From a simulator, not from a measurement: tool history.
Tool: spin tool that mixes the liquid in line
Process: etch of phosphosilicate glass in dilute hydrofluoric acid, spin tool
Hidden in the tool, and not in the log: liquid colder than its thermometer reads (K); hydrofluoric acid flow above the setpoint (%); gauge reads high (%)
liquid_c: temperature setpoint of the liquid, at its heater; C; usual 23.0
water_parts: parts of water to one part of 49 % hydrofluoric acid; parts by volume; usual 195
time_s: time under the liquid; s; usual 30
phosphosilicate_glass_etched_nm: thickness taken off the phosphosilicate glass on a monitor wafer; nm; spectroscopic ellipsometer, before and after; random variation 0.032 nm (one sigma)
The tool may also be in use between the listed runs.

run	hour	liquid_c	water_parts	time_s	wafers since the last listed run	hours since the thermometer was replaced	hours since the hydrofluoric acid flow meter was replaced	hours since the gauge calibration	read-back film thickness of the phosphosilicate glass reference wafer, read on the same gauge (nm)	phosphosilicate_glass_etched_nm
1	0.0	23.0	195	45	0	2604.9	1892.7	145.8	50.02	24.70
2	10.4	23.0	195	30	108	2615.3	1903.1	156.2	49.98	16.53
3	20.0	23.0	195	30	99	2624.9	1912.7	165.8	50.00	16.48
4	34.8	23.0	195	15	153	2639.7	1927.5	180.6	50.01	8.25
5	47.2	23.0	195	30	129	2652.1	1939.9	193.0	50.00	16.50
6	54.3	23.0	195	30	73	2659.2	1947.0	200.1	50.01	16.48
7	89.1	23.0	195	30	362	2694.0	1981.8	234.9	49.98	16.52
# hour 90.5: thermometer replaced
8	100.2	23.0	195	30	105	9.7	1992.9	246.0	50.01	18.43
# hour 104.9: gauge calibrated
9	110.2	23.0	160	20	104	19.7	2002.9	5.3	49.99	15.45
10	121.8	23.0	275	25	120	31.3	2014.5	16.9	50.04	10.11
# hour 130.3: hydrofluoric acid flow meter replaced
11	137.3	19.0	260	20	150	46.8	7.0	32.4	49.97	6.47
12	150.6	23.0	195	30	138	60.1	20.3	45.7	49.99	15.97
13	186.8	18.5	195	30	376	96.3	56.5	81.9	50.00	13.49
14	204.0	19.0	195	40	178	113.5	73.7	99.1	49.99	18.40

The tool's hidden state at each run:
gauge reads high (%): 0 in every run
H1: liquid colder than its thermometer reads (K)
H2: hydrofluoric acid flow above the setpoint (%)
run	H1	H2
1	2.77	12.1
2	2.78	12.2
3	2.79	12.2
4	2.8	12.3
5	2.81	12.4
6	2.82	12.4
7	2.85	12.7
8	0.0719	12.7
9	0.0814	12.8
10	0.0924	12.9
11	0.107	0.338
12	0.12	0.421
13	0.154	0.647
14	0.171	0.754
